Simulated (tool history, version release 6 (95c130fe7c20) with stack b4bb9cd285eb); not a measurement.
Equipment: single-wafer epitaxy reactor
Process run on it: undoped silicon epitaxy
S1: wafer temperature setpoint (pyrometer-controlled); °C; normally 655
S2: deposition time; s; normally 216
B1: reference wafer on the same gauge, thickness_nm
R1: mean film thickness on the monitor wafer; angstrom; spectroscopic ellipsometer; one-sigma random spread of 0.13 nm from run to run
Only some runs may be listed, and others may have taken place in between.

run    hour   S1   S2      B1      R1
  1     0.0  655  216  42.405  414.83
  2    41.5  655  216  42.388  415.54
  3   109.9  655  216  42.422  414.96
  4   171.2  655  216  42.405  411.26
  5   226.0  655  239  42.395  455.12
      247.7  -- gauge calibrated
  6   274.9  655  239  42.407  452.65
  7   304.0  649  243  42.393  398.15
  8   373.0  649  243  42.377  397.79
  9   532.2  649  243  42.371  397.67
 10   567.6  662  216  42.402  484.76
 11   618.0  662  216  42.419  483.43
 12   681.2  662  216  42.365  481.03
 13   751.5  651  216  42.410  365.60
      764.7  -- pyrometer calibrated
 14   794.7  655  216  42.431  415.13
 15   856.9  655  216  42.418  417.24
 16   963.4  655  199  42.409  381.78
 17  1022.5  650  234  42.384  397.41
 18  1082.9  660  216  42.389  466.73
     1085.0  -- gauge calibrated
 19  1139.4  655  216  42.396  412.55
 20  1189.6  655  216  42.386  412.78
 21  1232.3  670  239  42.430  650.26
 22  1280.4  665  216  42.381  525.40
 23  1333.4  642  229  42.407  313.80
 24  1366.5  655  216  42.422  409.18
 25  1419.1  645  216  42.400  318.87

Each row is a separate what-if for the run after 25, all from the same tool condition, not one after another. Results?
  A  1419.6  655  216   ?   ?
  B  1419.6  665  175   ?   ?
  C  1419.6  650  247   ?   ?

run      B1      R1
  A  42.406  409.35
  B  42.406  422.93
  C  42.406  413.59
Without the tool's unlogged condition, the same runs would have read:
run      R1
  A  415.90
  B  429.53
  C  420.29
